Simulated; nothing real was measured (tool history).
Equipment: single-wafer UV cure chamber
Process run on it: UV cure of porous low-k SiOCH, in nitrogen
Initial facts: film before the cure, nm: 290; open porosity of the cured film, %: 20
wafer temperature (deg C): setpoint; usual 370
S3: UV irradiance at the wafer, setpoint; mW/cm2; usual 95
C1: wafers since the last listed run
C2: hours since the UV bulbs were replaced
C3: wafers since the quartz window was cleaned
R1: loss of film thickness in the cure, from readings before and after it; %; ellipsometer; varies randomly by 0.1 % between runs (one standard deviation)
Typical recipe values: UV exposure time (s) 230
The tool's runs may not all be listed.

Run 1, day 0: usual settings but UV exposure time (s) 320; C1 0; C2 1606.7; C3 655. Result: R1 10.31 %.
Run 2, day 0.417: usual settings but UV exposure time (s) 320; C1 66; C2 1616.7; C3 722. Result: R1 10.35 %.
Run 3, day 0.708: usual settings but UV exposure time (s) 320; C1 46; C2 1623.7; C3 769. Result: R1 10.129 %.
At day 1.554: quartz window cleaned.
Run 4, day 1.575: usual settings; C1 85; C2 1644.5; C3 3. Result: R1 8.761 %.
Run 5, day 2.138: usual settings; C1 90; C2 1658; C3 93. Result: R1 8.812 %.
Run 6, day 2.821: usual settings; C1 109; C2 1674.4; C3 202. Result: R1 9.036 %.
Run 7, day 3.462: usual settings; C1 102; C2 1689.8; C3 305. Result: R1 8.944 %.
Run 8, day 3.992: usual settings; C1 84; C2 1702.5; C3 390. Result: R1 8.99 %.
Run 9, day 4.554: usual settings; C1 90; C2 1716; C3 481. Result: R1 8.741 %.
Run 10, day 4.921: usual settings but UV exposure time (s) 275; C1 58; C2 1724.8; C3 539. Result: R1 9.698 %.
Run 11, day 5.625: usual settings; C1 112; C2 1741.7; C3 652. Result: R1 9.027 %.
At day 6.296: quartz window cleaned.
Run 12, day 6.317: usual settings; C1 57; C2 1758.3; C3 3. Result: R1 8.918 %.
Run 13, day 6.333: usual settings; C1 2; C2 1758.7; C3 5. Result: R1 8.934 %.
Run 14, day 6.771: usual settings; C1 70; C2 1769.2; C3 75. Result: R1 8.713 %.
Run 15, day 7.192: usual settings; C1 67; C2 1779.3; C3 143. Result: R1 8.941 %.
Run 16, day 7.704: usual settings; C1 82; C2 1791.6; C3 225. Result: R1 8.898 %.
Run 17, day 8.179: usual settings but wafer temperature (deg C) 379; C1 76; C2 1803; C3 301. Result: R1 9.267 %.
Run 18, day 8.712: usual settings but UV exposure time (s) 270, S3 83 mW/cm2; C1 85; C2 1815.8; C3 387. Result: R1 9.106 %.
Run 19, day 9.188: usual settings but wafer temperature (deg C) 360; C1 76; C2 1827.2; C3 463. Result: R1 8.718 %.
Run 20, day 9.821: usual settings but wafer temperature (deg C) 360; C1 101; C2 1842.4; C3 565. Result: R1 8.81 %.
Run 21, day 10.517: usual settings but wafer temperature (deg C) 384; C1 111; C2 1859.1; C3 677. Result: R1 9.157 %.
Run 22, day 10.942: usual settings; C1 68; C2 1869.3; C3 745. Result: R1 8.895 %.
At day 11.746: quartz window cleaned.
Run 23, day 13.121: usual settings; C1 296; C2 1921.6; C3 220. Result: R1 8.817 %.
Run 24, day 13.8: usual settings but UV exposure time (s) 295, S3 84 mW/cm2; C1 108; C2 1937.9; C3 329. Result: R1 9.246 %.
Run 25, day 14.496: usual settings but UV exposure time (s) 295, S3 84 mW/cm2; C1 111; C2 1954.6; C3 441. Result: R1 9.208 %.
Run 26, day 14.808: usual settings but UV exposure time (s) 175, S3 113 mW/cm2; C1 50; C2 1962.1; C3 491. Result: R1 8.434 %.
Run 27, day 15.475: usual settings; C1 106; C2 1978.1; C3 598. Result: R1 8.96 %.
Run 28, day 15.738: usual settings; C1 42; C2 1984.4; C3 640. Result: R1 8.836 %.
At day 16.25: UV bulbs replaced.
Run 29, day 16.292: usual settings but S3 59 mW/cm2; C1 35; C2 1; C3 675. Result: R1 8.695 %.
At day 16.812: quartz window cleaned.
Run 30, day 16.833: usual settings but wafer temperature (deg C) 387, UV exposure time (s) 290, S3 108 mW/cm2; C1 33; C2 14; C3 3. Result: R1 12.608 %.
Run 31, day 17.167: usual settings but wafer temperature (deg C) 388, S3 111 mW/cm2; C1 53; C2 22; C3 56. Result: R1 11.6 %.
Run 32, day 17.862: usual settings; C1 111; C2 38.7; C3 168. Result: R1 10.561 %.
Run 33, day 18.429: usual settings but wafer temperature (deg C) 355, UV exposure time (s) 265, S3 56 mW/cm2; C1 90; C2 52.3; C3 259. Result: R1 8.845 %.
Run 34, day 19.154: usual settings but wafer temperature (deg C) 385, UV exposure time (s) 355; C1 116; C2 69.7; C3 375. Result: R1 12.919 %.
Run 35, day 19.6: usual settings but wafer temperature (deg C) 351, UV exposure time (s) 335, S3 133 mW/cm2; C1 71; C2 80.4; C3 447. Result: R1 13.392 %.
Run 36, day 19.992: usual settings; C1 62; C2 89.8; C3 509. Result: R1 10.604 %.
Run 37, day 20.617: usual settings but S3 125 mW/cm2; C1 100; C2 104.8; C3 610. Result: R1 11.733 %.
At day 21.104: quartz window cleaned.
Run 38, day 21.154: usual settings but wafer temperature (deg C) 387, UV exposure time (s) 145, S3 134 mW/cm2; C1 32; C2 117.7; C3 8. Result: R1 10.387 %.
Run 39, day 21.625: usual settings but wafer temperature (deg C) 387, UV exposure time (s) 270; C1 75; C2 129; C3 83. Result: R1 11.227 %.
Run 40, day 22.117: usual settings; C1 78; C2 140.8; C3 162. Result: R1 10.362 %.

What was the tool's hidden state at every run in the log?
transmission lost against a clean window, %: 0 on each run
H1: lamp output below its setpoint, %
run    H1
  1  35.6
  2  35.7
  3  35.7
  4  35.8
  5  35.8
  6  35.9
  7    36
  8    36
  9  36.1
 10  36.1
 11  36.1
 12  36.2
 13  36.2
 14  36.2
 15  36.3
 16  36.3
 17  36.4
 18  36.4
 19  36.4
 20  36.5
 21  36.5
 22  36.6
 23  36.7
 24  36.8
 25  36.8
 26  36.8
 27  36.9
 28  36.9
 29  1.39
 30  2.06
 31  2.47
 32   3.3
 33  3.97
 34   4.8
 35  5.29
 36  5.73
 37   6.4
 38  6.97
 39  7.46
 40  7.96
